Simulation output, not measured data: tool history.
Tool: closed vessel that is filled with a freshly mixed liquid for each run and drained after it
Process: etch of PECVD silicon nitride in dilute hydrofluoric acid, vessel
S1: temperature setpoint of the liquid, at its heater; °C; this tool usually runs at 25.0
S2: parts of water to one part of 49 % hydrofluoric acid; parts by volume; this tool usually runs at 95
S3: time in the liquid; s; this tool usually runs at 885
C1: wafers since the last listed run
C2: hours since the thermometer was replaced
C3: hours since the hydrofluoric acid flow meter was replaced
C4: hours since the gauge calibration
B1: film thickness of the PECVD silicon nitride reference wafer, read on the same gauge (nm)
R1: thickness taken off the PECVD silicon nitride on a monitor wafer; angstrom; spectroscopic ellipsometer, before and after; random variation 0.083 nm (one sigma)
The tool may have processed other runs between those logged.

{"run": 1, "hour": 0.0, "S1": 25.0, "S2": 95, "S3": 885, "C1": 0, "C2": 2061.2, "C3": 242.1, "C4": 245.9, "B1": 89.81, "R1": 205.7}
{"run": 2, "hour": 34.1, "S1": 25.0, "S2": 95, "S3": 885, "C1": 2443, "C2": 2095.3, "C3": 276.2, "C4": 280.0, "B1": 89.7, "R1": 205.4}
{"run": 3, "hour": 69.5, "S1": 25.0, "S2": 95, "S3": 885, "C1": 2536, "C2": 2130.7, "C3": 311.6, "C4": 315.4, "B1": 89.57, "R1": 206.0}
{"run": 4, "hour": 84.3, "S1": 25.0, "S2": 95, "S3": 885, "C1": 1060, "C2": 2145.5, "C3": 326.4, "C4": 330.2, "B1": 89.54, "R1": 204.6}
{"run": 5, "hour": 97.4, "S1": 25.0, "S2": 95, "S3": 885, "C1": 938, "C2": 2158.6, "C3": 339.5, "C4": 343.3, "B1": 89.45, "R1": 204.8}
{"run": 6, "hour": 124.8, "S1": 25.0, "S2": 95, "S3": 1040, "C1": 1963, "C2": 2186.0, "C3": 366.9, "C4": 370.7, "B1": 89.36, "R1": 240.2}
{"run": 7, "hour": 146.2, "S1": 25.0, "S2": 95, "S3": 1040, "C1": 1533, "C2": 2207.4, "C3": 388.3, "C4": 392.1, "B1": 89.24, "R1": 240.5}
{"run": 8, "hour": 176.6, "S1": 25.0, "S2": 95, "S3": 1040, "C1": 2178, "C2": 2237.8, "C3": 418.7, "C4": 422.5, "B1": 89.12, "R1": 240.1}
{"run": 9, "hour": 188.8, "S1": 25.0, "S2": 95, "S3": 885, "C1": 874, "C2": 2250.0, "C3": 430.9, "C4": 434.7, "B1": 89.03, "R1": 203.3}
{"run": 10, "hour": 213.8, "S1": 26.5, "S2": 115, "S3": 885, "C1": 1791, "C2": 2275.0, "C3": 455.9, "C4": 459.7, "B1": 88.91, "R1": 185.5}
{"hour": 229.3, "done": "hydrofluoric acid flow meter replaced"}
{"run": 11, "hour": 229.8, "S1": 26.5, "S2": 115, "S3": 885, "C1": 1074, "C2": 2291.0, "C3": 0.5, "C4": 475.7, "B1": 88.82, "R1": 185.2}
{"run": 12, "hour": 247.0, "S1": 25.0, "S2": 95, "S3": 1145, "C1": 1232, "C2": 2308.2, "C3": 17.7, "C4": 492.9, "B1": 88.72, "R1": 263.8}
{"run": 13, "hour": 283.0, "S1": 25.0, "S2": 95, "S3": 885, "C1": 2579, "C2": 2344.2, "C3": 53.7, "C4": 528.9, "B1": 88.48, "R1": 203.6}
{"hour": 287.4, "done": "gauge calibrated"}
{"hour": 310.9, "done": "thermometer replaced"}
{"run": 14, "hour": 314.7, "S1": 25.0, "S2": 95, "S3": 605, "C1": 2199, "C2": 3.8, "C3": 85.4, "C4": 27.3, "B1": 90.01, "R1": 140.8}
{"run": 15, "hour": 331.5, "S1": 21.5, "S2": 120, "S3": 500, "C1": 1203, "C2": 20.6, "C3": 102.2, "C4": 44.1, "B1": 90.01, "R1": 73.0}
{"run": 16, "hour": 352.7, "S1": 25.0, "S2": 95, "S3": 885, "C1": 1519, "C2": 41.8, "C3": 123.4, "C4": 65.3, "B1": 90.01, "R1": 206.2}
{"run": 17, "hour": 367.5, "S1": 23.5, "S2": 60, "S3": 1350, "C1": 1060, "C2": 56.6, "C3": 138.2, "C4": 80.1, "B1": 89.98, "R1": 446.1}
{"run": 18, "hour": 399.9, "S1": 28.5, "S2": 80, "S3": 1050, "C1": 2321, "C2": 89.0, "C3": 170.6, "C4": 112.5, "B1": 89.91, "R1": 364.1}
{"run": 19, "hour": 425.4, "S1": 25.0, "S2": 75, "S3": 715, "C1": 1827, "C2": 114.5, "C3": 196.1, "C4": 138.0, "B1": 89.92, "R1": 210.0}
{"run": 20, "hour": 444.9, "S1": 20.0, "S2": 125, "S3": 1080, "C1": 1397, "C2": 134.0, "C3": 215.6, "C4": 157.5, "B1": 89.85, "R1": 137.3}
{"run": 21, "hour": 480.9, "S1": 22.0, "S2": 95, "S3": 1255, "C1": 2579, "C2": 170.0, "C3": 251.6, "C4": 193.5, "B1": 89.77, "R1": 237.1}
{"run": 22, "hour": 495.7, "S1": 29.5, "S2": 55, "S3": 885, "C1": 1060, "C2": 184.8, "C3": 266.4, "C4": 208.3, "B1": 89.76, "R1": 471.4}
{"run": 23, "hour": 527.5, "S1": 23.0, "S2": 95, "S3": 500, "C1": 2278, "C2": 216.6, "C3": 298.2, "C4": 240.1, "B1": 89.67, "R1": 101.4}

How the hidden state differs across the entries between the runs, from the last listed run before each to the first after it:
Between runs 10 and 11: hydrofluoric acid flow meter replaced (hour 229.3)
  gauge reads high (%): -1.21 -> -1.31
  measured minus no-state result, R1: -2.3 -> -2.4 angstrom
Between runs 13 and 14: gauge calibrated (hour 287.4); thermometer replaced (hour 310.9)
  gauge reads high (%): -1.67 -> 0.00577
  measured minus no-state result, R1: -3.5 -> +0.0 angstrom
